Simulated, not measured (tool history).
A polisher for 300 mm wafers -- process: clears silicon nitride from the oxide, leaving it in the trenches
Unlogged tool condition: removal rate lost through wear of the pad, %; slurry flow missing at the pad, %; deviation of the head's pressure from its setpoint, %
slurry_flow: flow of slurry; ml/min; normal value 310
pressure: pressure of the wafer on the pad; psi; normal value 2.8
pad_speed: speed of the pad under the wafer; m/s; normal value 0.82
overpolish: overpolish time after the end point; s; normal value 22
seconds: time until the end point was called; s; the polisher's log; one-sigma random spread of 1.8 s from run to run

run      day  slurry_flow  pressure  pad_speed  overpolish  wafers since the last listed run  wafers polished on this pad  hours since the slurry nozzle was cleaned  hours since the head pressure was calibrated  incoming thickness of the incoming film, nm  seconds
  1    0.000          310       2.1       0.82          22                                 0                          875                                      150.6                                          94.3                                         91.0    142.5
  2    2.121          310       2.1       0.82          22                               384                         1260                                      201.5                                         145.2                                         91.5    143.4
  3    4.683          310       2.1       0.82          22                               464                         1725                                      263.0                                         206.7                                         90.5    140.5
  4    8.529          310       2.8       0.82          22                               697                         2422                                      355.3                                         299.0                                         89.5    114.7
  5   11.604          310       2.8       0.96          22                               557                         2980                                      429.1                                         372.8                                         90.7    100.8
  6   13.438          310       2.8       0.96          22                               332                         3313                                      473.1                                         416.8                                         90.0     97.7
  7   17.021          385       2.8       0.82          22                               649                         3963                                      559.1                                         502.8                                         90.5    114.1
  8   19.400          385       2.8       0.82          22                               431                         4394                                      616.2                                         559.9                                         88.9    110.3
      21.283  -- slurry nozzle cleaned
      21.304  -- worn pad replaced by a new one
  9   23.658          225       2.8       0.82          12                               760                          426                                       57.0                                         662.1                                         88.9    113.1
 10   26.338          310       2.8       0.82          22                               485                          912                                      121.3                                         726.4                                         90.4    111.3
 11   29.862          310       2.8       0.82          22                               639                         1552                                      205.9                                         811.0                                         91.1    113.0
 12   33.654          310       2.8       0.82          22                               687                         2240                                      296.9                                         902.0                                         90.9    113.6
 13   37.446          310       2.8       0.82          22                               687                         2927                                      387.9                                         993.0                                         90.3    111.7
      39.958  -- head pressure recalibrated
 14   40.696          310       2.8       0.82          22                               574                         3502                                      465.9                                          17.7                                         89.5    113.3
 15   42.462          310       3.2       0.82          32                               320                         3822                                      508.3                                          60.1                                         90.3    105.6
      44.075  -- worn pad replaced by a new one
 16   45.825          310       2.8       0.82          22                               579                          317                                      589.0                                         140.8                                         90.3    114.1
      46.625  -- slurry nozzle cleaned
 17   49.042          405       2.0       0.82          22                               575                          893                                       58.0                                         218.0                                         91.0    140.0
 18   52.733          310       2.8       0.82          22                               669                         1562                                      146.6                                         306.6                                         88.3    110.7
 19   54.467          310       3.6       0.82          22                               314                         1877                                      188.2                                         348.2                                         88.4     93.7
 20   56.904          310       2.8       0.82          22                               442                         2319                                      246.7                                         406.7                                         89.1    113.3
 21   62.458          310       1.9       0.82          34                              1007                         3326                                      380.0                                         540.0                                         90.5    147.0
 22   64.917          265       2.8       0.82          30                               445                         3772                                      439.0                                         599.0                                         89.2    114.1
 23   67.792          310       2.4       0.72          17                               521                         4294                                      508.0                                         668.0                                         90.7    141.7
      70.121  -- worn pad replaced by a new one
 24   70.788          310       2.8       0.82          10                               513                          121                                      579.9                                         739.9                                         89.8    110.8
 25   73.325          310       2.0       0.82          22                               460                          581                                      640.8                                         800.8                                         89.6    132.3
      77.250  -- slurry nozzle cleaned
 26   77.467          310       2.8       0.82          22                               743                         1325                                        5.2                                         900.2                                         89.7    106.7
 27   81.871          310       2.8       0.62          11                               798                         2123                                      110.9                                        1005.9                                         91.1    147.3
 28   84.133          310       2.8       0.82          22                               410                         2534                                      165.2                                        1060.2                                         90.0    110.8
 29   88.554          380       2.5       0.96          28                               801                         3336                                      271.3                                        1166.3                                         90.3     95.3
      91.946  -- head pressure recalibrated
      96.354  -- worn pad replaced by a new one
 30   96.454          310       2.8       0.82          29                              1387                           18                                      460.9                                         108.2                                         90.9    116.6
 31   98.804          310       2.8       1.00          22                               426                          444                                      517.3                                         164.6                                         90.2     94.7
 32  100.696          205       2.8       0.70          22                               343                          787                                      562.7                                         210.0                                         88.4    133.3
     102.775  -- slurry nozzle cleaned
 33  102.933          365       2.8       0.82          26                               398                         1185                                        3.8                                         263.7                                         91.8    116.6
 34  105.233          405       3.5       0.58          12                               417                         1602                                       59.0                                         318.9                                         90.4    140.1
 35  107.067          395       2.8       0.82          22                               332                         1935                                      103.0                                         362.9                                         88.9    114.5

Describe how what the log doesn't record of the tool's condition differs between the last listed run preceding each entry between runs and the first listed run following it.
After run 8, before run 9: slurry nozzle cleaned (day 21.283); worn pad replaced by a new one (day 21.304)
  deviation of the head's pressure from its setpoint, %: 3.6 -> 4.67
  difference, measured minus the result without the unlogged condition, seconds: -2.7 -> -3.6 s
After run 13, before run 14: head pressure recalibrated (day 39.958)
  deviation of the head's pressure from its setpoint, %: 8.16 -> -0.769
  difference, measured minus the result without the unlogged condition, seconds: -6.2 -> +0.6 s
After run 15, before run 16: worn pad replaced by a new one (day 44.075)
  deviation of the head's pressure from its setpoint, %: -0.323 -> 0.527
  difference, measured minus the result without the unlogged condition, seconds: +0.2 -> -0.5 s
After run 16, before run 17: slurry nozzle cleaned (day 46.625)
  deviation of the head's pressure from its setpoint, %: 0.527 -> 1.34
  difference, measured minus the result without the unlogged condition, seconds: -0.5 -> -1.3 s
After run 23, before run 24: worn pad replaced by a new one (day 70.121)
  deviation of the head's pressure from its setpoint, %: 6.08 -> 6.83
  difference, measured minus the result without the unlogged condition, seconds: -5.9 -> -5.2 s
After run 25, before run 26: slurry nozzle cleaned (day 77.250)
  deviation of the head's pressure from its setpoint, %: 7.47 -> 8.52
  difference, measured minus the result without the unlogged condition, seconds: -6.8 -> -6.2 s
After run 29, before run 30: head pressure recalibrated (day 91.946); worn pad replaced by a new one (day 96.354)
  deviation of the head's pressure from its setpoint, %: 11.3 -> -0.81
  difference, measured minus the result without the unlogged condition, seconds: -7.3 -> +0.6 s
After run 32, before run 33: slurry nozzle cleaned (day 102.775)
  deviation of the head's pressure from its setpoint, %: 0.262 -> 0.827
  difference, measured minus the result without the unlogged condition, seconds: -0.3 -> -0.6 s
